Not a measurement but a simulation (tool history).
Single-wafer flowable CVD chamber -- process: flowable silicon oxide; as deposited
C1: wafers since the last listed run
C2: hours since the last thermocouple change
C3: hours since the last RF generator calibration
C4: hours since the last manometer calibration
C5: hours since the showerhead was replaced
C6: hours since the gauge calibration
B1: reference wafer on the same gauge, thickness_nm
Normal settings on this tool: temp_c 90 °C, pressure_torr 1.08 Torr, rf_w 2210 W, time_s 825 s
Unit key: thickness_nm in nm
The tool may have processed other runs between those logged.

{"run": 1, "hour": 0.0, "temp_c": 90, "pressure_torr": 1.29, "rf_w": 2210, "time_s": 918, "C1": 0, "C2": 1029.4, "C3": 0.9, "C4": 2151.2, "C5": 0.5, "C6": 123.1, "B1": 803.667, "thickness_nm": 1194.261}
{"run": 2, "hour": 20.0, "temp_c": 90, "pressure_torr": 1.08, "rf_w": 2210, "time_s": 825, "C1": 28, "C2": 1049.4, "C3": 20.9, "C4": 2171.2, "C5": 20.5, "C6": 143.1, "B1": 805.128, "thickness_nm": 915.226}
{"run": 3, "hour": 39.3, "temp_c": 100, "pressure_torr": 1.08, "rf_w": 2210, "time_s": 825, "C1": 27, "C2": 1068.7, "C3": 40.2, "C4": 2190.5, "C5": 39.8, "C6": 162.4, "B1": 804.07, "thickness_nm": 616.58}
{"hour": 50.8, "done": "thermocouple changed; heater temperature recalibrated"}
{"run": 4, "hour": 71.9, "temp_c": 100, "pressure_torr": 1.08, "rf_w": 2210, "time_s": 825, "C1": 34, "C2": 21.1, "C3": 72.8, "C4": 2223.1, "C5": 72.4, "C6": 195, "B1": 805.384, "thickness_nm": 672.937}
{"run": 5, "hour": 107.5, "temp_c": 90, "pressure_torr": 1.08, "rf_w": 2210, "time_s": 825, "C1": 50, "C2": 56.7, "C3": 108.4, "C4": 2258.7, "C5": 108, "C6": 230.6, "B1": 803.987, "thickness_nm": 984.682}
{"run": 6, "hour": 134.5, "temp_c": 90, "pressure_torr": 1.08, "rf_w": 2440, "time_s": 825, "C1": 38, "C2": 83.7, "C3": 135.4, "C4": 2285.7, "C5": 135, "C6": 257.6, "B1": 804.201, "thickness_nm": 1004.54}
{"run": 7, "hour": 164.0, "temp_c": 90, "pressure_torr": 1.08, "rf_w": 2440, "time_s": 825, "C1": 41, "C2": 113.2, "C3": 164.9, "C4": 2315.2, "C5": 164.5, "C6": 287.1, "B1": 804.723, "thickness_nm": 996.777}
{"run": 8, "hour": 199.1, "temp_c": 90, "pressure_torr": 1.08, "rf_w": 2210, "time_s": 825, "C1": 49, "C2": 148.3, "C3": 200, "C4": 2350.3, "C5": 199.6, "C6": 322.2, "B1": 803.936, "thickness_nm": 978.507}
{"run": 9, "hour": 218.8, "temp_c": 90, "pressure_torr": 1.08, "rf_w": 2210, "time_s": 825, "C1": 27, "C2": 168, "C3": 219.7, "C4": 2370, "C5": 219.3, "C6": 341.9, "B1": 803.761, "thickness_nm": 975.636}
{"run": 10, "hour": 251.2, "temp_c": 100, "pressure_torr": 1.08, "rf_w": 2340, "time_s": 868, "C1": 45, "C2": 200.4, "C3": 252.1, "C4": 2402.4, "C5": 251.7, "C6": 374.3, "B1": 804.889, "thickness_nm": 706.951}
{"run": 11, "hour": 280.1, "temp_c": 90, "pressure_torr": 1.08, "rf_w": 2210, "time_s": 825, "C1": 41, "C2": 229.3, "C3": 281, "C4": 2431.3, "C5": 280.6, "C6": 403.2, "B1": 804.625, "thickness_nm": 976.587}
{"run": 12, "hour": 310.2, "temp_c": 77, "pressure_torr": 1.08, "rf_w": 2545, "time_s": 825, "C1": 42, "C2": 259.4, "C3": 311.1, "C4": 2461.4, "C5": 310.7, "C6": 433.3, "B1": 804.31, "thickness_nm": 1527.39}
{"run": 13, "hour": 334.7, "temp_c": 80, "pressure_torr": 1.18, "rf_w": 1870, "time_s": 980, "C1": 34, "C2": 283.9, "C3": 335.6, "C4": 2485.9, "C5": 335.2, "C6": 457.8, "B1": 803.313, "thickness_nm": 1720.447}
{"run": 14, "hour": 363.2, "temp_c": 90, "pressure_torr": 1.08, "rf_w": 2615, "time_s": 825, "C1": 40, "C2": 312.4, "C3": 364.1, "C4": 2514.4, "C5": 363.7, "C6": 486.3, "B1": 804.654, "thickness_nm": 995.342}
{"hour": 373.3, "done": "capacitance manometer re-zeroed and calibrated"}
{"run": 15, "hour": 386.8, "temp_c": 90, "pressure_torr": 1.08, "rf_w": 2330, "time_s": 960, "C1": 22, "C2": 336, "C3": 387.7, "C4": 13.5, "C5": 387.3, "C6": 509.9, "B1": 805.035, "thickness_nm": 1089.131}
{"run": 16, "hour": 404.6, "temp_c": 90, "pressure_torr": 0.9, "rf_w": 2210, "time_s": 888, "C1": 25, "C2": 353.8, "C3": 405.5, "C4": 31.3, "C5": 405.1, "C6": 527.7, "B1": 803.906, "thickness_nm": 819.224}
{"hour": 410.0, "done": "gauge calibrated"}
{"run": 17, "hour": 423.4, "temp_c": 86, "pressure_torr": 1, "rf_w": 2490, "time_s": 780, "C1": 26, "C2": 372.6, "C3": 424.3, "C4": 50.1, "C5": 423.9, "C6": 13.4, "B1": 803.909, "thickness_nm": 940.045}
{"run": 18, "hour": 455.4, "temp_c": 90, "pressure_torr": 0.94, "rf_w": 2210, "time_s": 705, "C1": 45, "C2": 404.6, "C3": 456.3, "C4": 82.1, "C5": 455.9, "C6": 45.4, "B1": 803.928, "thickness_nm": 687.411}
{"run": 19, "hour": 469.2, "temp_c": 90, "pressure_torr": 1.08, "rf_w": 2210, "time_s": 825, "C1": 19, "C2": 418.4, "C3": 470.1, "C4": 95.9, "C5": 469.7, "C6": 59.2, "B1": 805.085, "thickness_nm": 928.078}
{"run": 20, "hour": 496.6, "temp_c": 90, "pressure_torr": 1.08, "rf_w": 2210, "time_s": 980, "C1": 38, "C2": 445.8, "C3": 497.5, "C4": 123.3, "C5": 497.1, "C6": 86.6, "B1": 803.68, "thickness_nm": 1101.51}
{"run": 21, "hour": 510.4, "temp_c": 90, "pressure_torr": 1.08, "rf_w": 2210, "time_s": 825, "C1": 19, "C2": 459.6, "C3": 511.3, "C4": 137.1, "C5": 510.9, "C6": 100.4, "B1": 803.791, "thickness_nm": 918.282}
{"run": 22, "hour": 544.8, "temp_c": 86, "pressure_torr": 1.08, "rf_w": 2040, "time_s": 690, "C1": 48, "C2": 494, "C3": 545.7, "C4": 171.5, "C5": 545.3, "C6": 134.8, "B1": 803.172, "thickness_nm": 869.797}
{"run": 23, "hour": 570.3, "temp_c": 81, "pressure_torr": 0.81, "rf_w": 2080, "time_s": 958, "C1": 36, "C2": 519.5, "C3": 571.2, "C4": 197, "C5": 570.8, "C6": 160.3, "B1": 804.693, "thickness_nm": 1062.957}
{"run": 24, "hour": 589.0, "temp_c": 77, "pressure_torr": 1.08, "rf_w": 2480, "time_s": 825, "C1": 26, "C2": 538.2, "C3": 589.9, "C4": 215.7, "C5": 589.5, "C6": 179, "B1": 803.818, "thickness_nm": 1427.224}
{"run": 25, "hour": 601.2, "temp_c": 90, "pressure_torr": 1.08, "rf_w": 2210, "time_s": 825, "C1": 17, "C2": 550.4, "C3": 602.1, "C4": 227.9, "C5": 601.7, "C6": 191.2, "B1": 804.606, "thickness_nm": 921.212}
{"run": 26, "hour": 635.0, "temp_c": 90, "pressure_torr": 1.08, "rf_w": 2210, "time_s": 825, "C1": 47, "C2": 584.2, "C3": 635.9, "C4": 261.7, "C5": 635.5, "C6": 225, "B1": 803.997, "thickness_nm": 921.762}
{"run": 27, "hour": 654.2, "temp_c": 90, "pressure_torr": 1.08, "rf_w": 1870, "time_s": 825, "C1": 27, "C2": 603.4, "C3": 655.1, "C4": 280.9, "C5": 654.7, "C6": 244.2, "B1": 803.661, "thickness_nm": 889.219}

Consider 5 possible next runs. They are alternatives, not a sequence: every one starts from the tool as it was left by run 27. What does each give?
{"run": "A", "hour": 654.8, "temp_c": 90, "pressure_torr": 1.08, "rf_w": 2005, "time_s": 825, "C1": 0, "C2": 604, "C3": 655.7, "C4": 281.5, "C5": 655.3, "C6": 244.8, "B1": "?", "thickness_nm": "?"}
{"run": "B", "hour": 654.8, "temp_c": 84, "pressure_torr": 1.32, "rf_w": 2495, "time_s": 897, "C1": 0, "C2": 604, "C3": 655.7, "C4": 281.5, "C5": 655.3, "C6": 244.8, "B1": "?", "thickness_nm": "?"}
{"run": "C", "hour": 654.8, "temp_c": 84, "pressure_torr": 1.08, "rf_w": 2210, "time_s": 933, "C1": 0, "C2": 604, "C3": 655.7, "C4": 281.5, "C5": 655.3, "C6": 244.8, "B1": "?", "thickness_nm": "?"}
{"run": "D", "hour": 654.8, "temp_c": 90, "pressure_torr": 1.08, "rf_w": 2080, "time_s": 825, "C1": 0, "C2": 604, "C3": 655.7, "C4": 281.5, "C5": 655.3, "C6": 244.8, "B1": "?", "thickness_nm": "?"}
{"run": "E", "hour": 654.8, "temp_c": 84, "pressure_torr": 1.08, "rf_w": 1790, "time_s": 825, "C1": 0, "C2": 604, "C3": 655.7, "C4": 281.5, "C5": 655.3, "C6": 244.8, "B1": "?", "thickness_nm": "?"}

run=A B1=804.206 thickness_nm=901.714
run=B B1=804.206 thickness_nm=1521.091
run=C B1=804.206 thickness_nm=1275.328
run=D B1=804.206 thickness_nm=907.619
run=E B1=804.206 thickness_nm=1082.647
The same runs, with their run-to-run variation unchanged, on a tool lacking any hidden condition would have given:
run=A thickness_nm=916.502
run=B thickness_nm=1543.721
run=C thickness_nm=1291.581
run=D thickness_nm=922.503
run=E thickness_nm=1096.445

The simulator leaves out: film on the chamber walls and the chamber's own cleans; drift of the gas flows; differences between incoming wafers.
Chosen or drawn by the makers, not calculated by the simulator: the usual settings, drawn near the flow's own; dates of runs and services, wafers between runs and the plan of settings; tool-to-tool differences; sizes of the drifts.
